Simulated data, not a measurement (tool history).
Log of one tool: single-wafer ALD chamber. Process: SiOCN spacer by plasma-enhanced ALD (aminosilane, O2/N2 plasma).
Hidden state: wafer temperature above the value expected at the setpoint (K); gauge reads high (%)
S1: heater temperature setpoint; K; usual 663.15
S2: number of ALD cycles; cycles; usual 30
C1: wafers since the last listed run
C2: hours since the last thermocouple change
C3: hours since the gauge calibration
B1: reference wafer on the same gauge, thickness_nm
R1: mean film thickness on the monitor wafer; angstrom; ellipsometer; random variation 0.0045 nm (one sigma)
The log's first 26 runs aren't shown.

{"run": 27, "hour": 325.3, "S1": 650.15, "S2": 30, "C1": 71, "C2": 88.5, "C3": 181.1, "B1": 1.59, "R1": 17.9}
{"run": 28, "hour": 335.4, "S1": 656.15, "S2": 36, "C1": 98, "C2": 98.6, "C3": 191.2, "B1": 1.591, "R1": 21.29}
{"run": 29, "hour": 356.6, "S1": 663.15, "S2": 30, "C1": 205, "C2": 119.8, "C3": 212.4, "B1": 1.591, "R1": 17.77}
{"run": 30, "hour": 364.5, "S1": 663.15, "S2": 30, "C1": 76, "C2": 127.7, "C3": 220.3, "B1": 1.589, "R1": 17.84}
{"run": 31, "hour": 371.1, "S1": 667.15, "S2": 26, "C1": 64, "C2": 134.3, "C3": 226.9, "B1": 1.59, "R1": 15.44}
{"run": 32, "hour": 381.9, "S1": 675.15, "S2": 28, "C1": 104, "C2": 145.1, "C3": 237.7, "B1": 1.589, "R1": 16.43}
{"run": 33, "hour": 390.0, "S1": 663.15, "S2": 24, "C1": 78, "C2": 153.2, "C3": 245.8, "B1": 1.587, "R1": 14.24}
{"run": 34, "hour": 396.1, "S1": 658.15, "S2": 26, "C1": 59, "C2": 159.3, "C3": 251.9, "B1": 1.589, "R1": 15.36}
{"run": 35, "hour": 411.0, "S1": 670.15, "S2": 25, "C1": 144, "C2": 174.2, "C3": 266.8, "B1": 1.587, "R1": 14.77}
{"run": 36, "hour": 417.6, "S1": 663.15, "S2": 30, "C1": 64, "C2": 180.8, "C3": 273.4, "B1": 1.589, "R1": 17.83}
{"run": 37, "hour": 428.1, "S1": 663.15, "S2": 30, "C1": 101, "C2": 191.3, "C3": 283.9, "B1": 1.588, "R1": 17.79}

4 ways to go on from here, each from the tool as it stands after run 37. What would each give?
{"run": "A", "hour": 428.6, "S1": 663.15, "S2": 30, "C1": 4, "C2": 191.8, "C3": 284.4, "B1": "?", "R1": "?"}
{"run": "B", "hour": 428.6, "S1": 672.15, "S2": 28, "C1": 4, "C2": 191.8, "C3": 284.4, "B1": "?", "R1": "?"}
{"run": "C", "hour": 428.6, "S1": 651.15, "S2": 30, "C1": 4, "C2": 191.8, "C3": 284.4, "B1": "?", "R1": "?"}
{"run": "D", "hour": 428.6, "S1": 672.15, "S2": 25, "C1": 4, "C2": 191.8, "C3": 284.4, "B1": "?", "R1": "?"}

run=A B1=1.588 R1=17.78
run=B B1=1.588 R1=16.58
run=C B1=1.588 R1=17.78
run=D B1=1.588 R1=14.8
Without the tool's hidden state the same runs would have given:
run=A R1=18.02
run=B R1=16.81
run=C R1=18.02
run=D R1=15
